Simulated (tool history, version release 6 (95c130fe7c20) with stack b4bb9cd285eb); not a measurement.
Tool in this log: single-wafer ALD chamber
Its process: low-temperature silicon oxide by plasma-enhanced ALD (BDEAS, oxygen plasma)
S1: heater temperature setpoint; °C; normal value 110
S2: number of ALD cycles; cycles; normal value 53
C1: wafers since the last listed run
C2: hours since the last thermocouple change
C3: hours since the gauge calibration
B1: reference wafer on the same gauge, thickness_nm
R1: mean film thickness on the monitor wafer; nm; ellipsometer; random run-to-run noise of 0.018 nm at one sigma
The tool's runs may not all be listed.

run,hour,S1,S2,C1,C2,C3,B1,R1
1,0,110,58,0,1089.1,54,8.608,7.831
2,56,110,53,392,1145.1,110,8.609,7.163
3,88.9,110,53,230,1178,142.9,8.611,7.168
# hour 258: thermocouple changed; heater temperature recalibrated
4,283.6,110,53,1308,25.6,337.6,8.61,7.196
# hour 303.6: gauge calibrated
5,355.3,119,53,502,97.3,51.7,8.601,7.064
6,412.9,115,49,403,154.9,109.3,8.609,6.57
7,444.1,115,49,218,186.1,140.5,8.609,6.555
8,481.5,102,53,262,223.5,177.9,8.609,7.329
9,537.3,110,53,391,279.3,233.7,8.612,7.159
10,580.3,116,49,301,322.3,276.7,8.617,6.539
11,635.1,99,45,384,377.1,331.5,8.605,6.241
12,678.3,110,62,302,420.3,374.7,8.606,8.399
# hour 696.5: gauge calibrated
13,703.6,110,45,177,445.6,7.1,8.603,6.108
14,748.2,96,43,312,490.2,51.7,8.61,6.052

Alternative continuations, all from the tool just after run 14; predict every row:
A,748.7,110,53,3,490.7,52.2,?,?
B,748.7,101,63,3,490.7,52.2,?,?
C,748.7,121,63,3,490.7,52.2,?,?
D,748.7,103,61,3,490.7,52.2,?,?

run,B1,R1
A,8.608,7.181
B,8.608,8.695
C,8.608,8.343
D,8.608,8.384
Had the tool no hidden state, the same runs would have come out as:
run,R1
A,7.181
B,8.695
C,8.343
D,8.384
